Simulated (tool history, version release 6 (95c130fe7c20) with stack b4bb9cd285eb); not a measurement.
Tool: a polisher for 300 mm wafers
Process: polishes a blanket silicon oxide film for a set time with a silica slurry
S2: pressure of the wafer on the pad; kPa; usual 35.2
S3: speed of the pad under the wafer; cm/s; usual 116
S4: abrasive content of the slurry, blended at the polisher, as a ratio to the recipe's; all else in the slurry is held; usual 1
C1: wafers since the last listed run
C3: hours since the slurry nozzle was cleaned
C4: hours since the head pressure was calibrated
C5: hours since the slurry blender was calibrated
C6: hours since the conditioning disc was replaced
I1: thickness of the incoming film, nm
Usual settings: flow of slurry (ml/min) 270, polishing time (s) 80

Run 1, hour 0: usual settings; C1 0; wafers polished on this pad 1092; C3 430.5; C4 876.4; C5 0.5; C6 39.7; I1 959.7. Result: film removed (Å) 3055.
Run 2, hour 4.6: usual settings but S3 98 cm/s; C1 63; wafers polished on this pad 1155; C3 435.1; C4 881; C5 5.1; C6 44.3; I1 975.2. Result: film removed (Å) 2693.
At hour 14.6: worn pad replaced by a new one.
Run 3, hour 15.4: usual settings but S3 98 cm/s; C1 93; wafers polished on this pad 10; C3 445.9; C4 891.8; C5 15.9; C6 55.1; I1 961.6. Result: film removed (Å) 2733.
Run 4, hour 30.7: usual settings; C1 210; wafers polished on this pad 221; C3 461.2; C4 907.1; C5 31.2; C6 70.4; I1 958.6. Result: film removed (Å) 2995.
Run 5, hour 44.1: usual settings; C1 184; wafers polished on this pad 405; C3 474.6; C4 920.5; C5 44.6; C6 83.8; I1 945.9. Result: film removed (Å) 2997.
At hour 48.4: conditioning disc replaced and pad reconditioned, repeated, since the last time left the tool worse.
Run 6, hour 58: usual settings; C1 163; wafers polished on this pad 569; C3 488.5; C4 934.4; C5 58.5; C6 9.6; I1 952.9. Result: film removed (Å) 3768.
Run 7, hour 66.7: usual settings; C1 119; wafers polished on this pad 688; C3 497.2; C4 943.1; C5 67.2; C6 18.3; I1 956.4. Result: film removed (Å) 3593.
At hour 82.2: slurry nozzle cleaned.
Run 8, hour 84.6: usual settings but S2 26.9 kPa, S4 0.8, polishing time (s) 70; C1 232; wafers polished on this pad 921; C3 2.4; C4 961; C5 85.1; C6 36.2; I1 966.7. Result: film removed (Å) 2313.
Run 9, hour 99.4: usual settings but flow of slurry (ml/min) 340; C1 203; wafers polished on this pad 1124; C3 17.2; C4 975.8; C5 99.9; C6 51; I1 959.6. Result: film removed (Å) 3645.
At hour 112.6: head pressure recalibrated.
Run 10, hour 115.8: usual settings but S3 102 cm/s, polishing time (s) 89; C1 198; wafers polished on this pad 1322; C3 33.6; C4 3.2; C5 116.3; C6 67.4; I1 974. Result: film removed (Å) 3641.
At hour 129.2: worn pad replaced by a new one.
Run 11, hour 131.5: usual settings but S2 31 kPa, S3 82 cm/s; C1 160; wafers polished on this pad 31; C3 49.3; C4 18.9; C5 132; C6 83.1; I1 977.4. Result: film removed (Å) 2471.
Run 12, hour 142.7: usual settings; C1 154; wafers polished on this pad 185; C3 60.5; C4 30.1; C5 143.2; C6 94.3; I1 956.2. Result: film removed (Å) 3665.
Run 13, hour 149.9: usual settings but flow of slurry (ml/min) 235, S3 138 cm/s, S4 1.3; C1 99; wafers polished on this pad 284; C3 67.7; C4 37.3; C5 150.4; C6 101.5; I1 963. Result: film removed (Å) 4340.
Run 14, hour 157.3: usual settings but polishing time (s) 100; C1 101; wafers polished on this pad 386; C3 75.1; C4 44.7; C5 157.8; C6 108.9; I1 971.8. Result: film removed (Å) 4382.
Run 15, hour 168.7: usual settings but flow of slurry (ml/min) 235, S3 134 cm/s, S4 0.7; C1 156; wafers polished on this pad 543; C3 86.5; C4 56.1; C5 169.2; C6 120.3; I1 947.1. Result: film removed (Å) 3502.
Run 16, hour 180.5: usual settings; C1 162; wafers polished on this pad 705; C3 98.3; C4 67.9; C5 181; C6 132.1; I1 953.2. Result: film removed (Å) 3576.
Run 17, hour 192.6: usual settings; C1 166; wafers polished on this pad 871; C3 110.4; C4 80; C5 193.1; C6 144.2; I1 964.5. Result: film removed (Å) 3559.
Run 18, hour 202.8: usual settings but S2 42.7 kPa, S4 0.9, polishing time (s) 89; C1 140; wafers polished on this pad 1012; C3 120.6; C4 90.2; C5 203.3; C6 154.4; I1 964.3. Result: film removed (Å) 4582.
Run 19, hour 218.7: usual settings but flow of slurry (ml/min) 230, S2 44.1 kPa, S4 1.25, polishing time (s) 61; C1 218; wafers polished on this pad 1230; C3 136.5; C4 106.1; C5 219.2; C6 170.3; I1 967.4. Result: film removed (Å) 3553.
Run 20, hour 224.8: usual settings but S2 29 kPa; C1 83; wafers polished on this pad 1314; C3 142.6; C4 112.2; C5 225.3; C6 176.4; I1 957.1. Result: film removed (Å) 2897.
Run 21, hour 235.9: usual settings but S2 38.6 kPa, S4 0.9; C1 152; wafers polished on this pad 1467; C3 153.7; C4 123.3; C5 236.4; C6 187.5; I1 962.8. Result: film removed (Å) 3724.
At hour 242.8: worn pad replaced by a new one.
Run 22, hour 250.6: usual settings but flow of slurry (ml/min) 235, S4 0.8, polishing time (s) 63; C1 147; wafers polished on this pad 107; C3 168.4; C4 138; C5 251.1; C6 202.2; I1 959.9. Result: film removed (Å) 2472.
Run 23, hour 260.3: usual settings but S2 46.9 kPa, S4 1.1, polishing time (s) 97; C1 133; wafers polished on this pad 241; C3 178.1; C4 147.7; C5 260.8; C6 211.9; I1 956.9. Result: film removed (Å) 5550.
Run 24, hour 274.3: usual settings; C1 192; wafers polished on this pad 433; C3 192.1; C4 161.7; C5 274.8; C6 225.9; I1 962.1. Result: film removed (Å) 3468.
Run 25, hour 285.3: usual settings but flow of slurry (ml/min) 325, S2 46.9 kPa, S3 136 cm/s, polishing time (s) 104; C1 151; wafers polished on this pad 585; C3 203.1; C4 172.7; C5 285.8; C6 236.9; I1 977.2. Result: film removed (Å) 6515.

5 ways to go on from here, each from the tool as it stands after run 25. What would each give?
Run A, hour 285.7: usual settings; C1 5; wafers polished on this pad 590; C3 203.5; C4 173.1; C5 286.2; C6 237.3; I1 953.9. Result: film removed (Å) ?.
Run B, hour 285.7: usual settings but flow of slurry (ml/min) 350, polishing time (s) 95; C1 5; wafers polished on this pad 590; C3 203.5; C4 173.1; C5 286.2; C6 237.3; I1 953.9. Result: film removed (Å) ?.
Run C, hour 285.7: usual settings but flow of slurry (ml/min) 220, S3 142 cm/s; C1 5; wafers polished on this pad 590; C3 203.5; C4 173.1; C5 286.2; C6 237.3; I1 953.9. Result: film removed (Å) ?.
Run D, hour 285.7: usual settings but S4 1.2; C1 5; wafers polished on this pad 590; C3 203.5; C4 173.1; C5 286.2; C6 237.3; I1 953.9. Result: film removed (Å) ?.
Run E, hour 285.7: usual settings but flow of slurry (ml/min) 205, S2 40.7 kPa, S3 152 cm/s, S4 0.9; C1 5; wafers polished on this pad 590; C3 203.5; C4 173.1; C5 286.2; C6 237.3; I1 953.9. Result: film removed (Å) ?.

run  film removed (Å)
  A              3442
  B              4182
  C              3892
  D              3641
  E              4462
Without the tool's hidden state the same runs would have given:
run  film removed (Å)
  A              3744
  B              4549
  C              4302
  D              3960
  E              5031
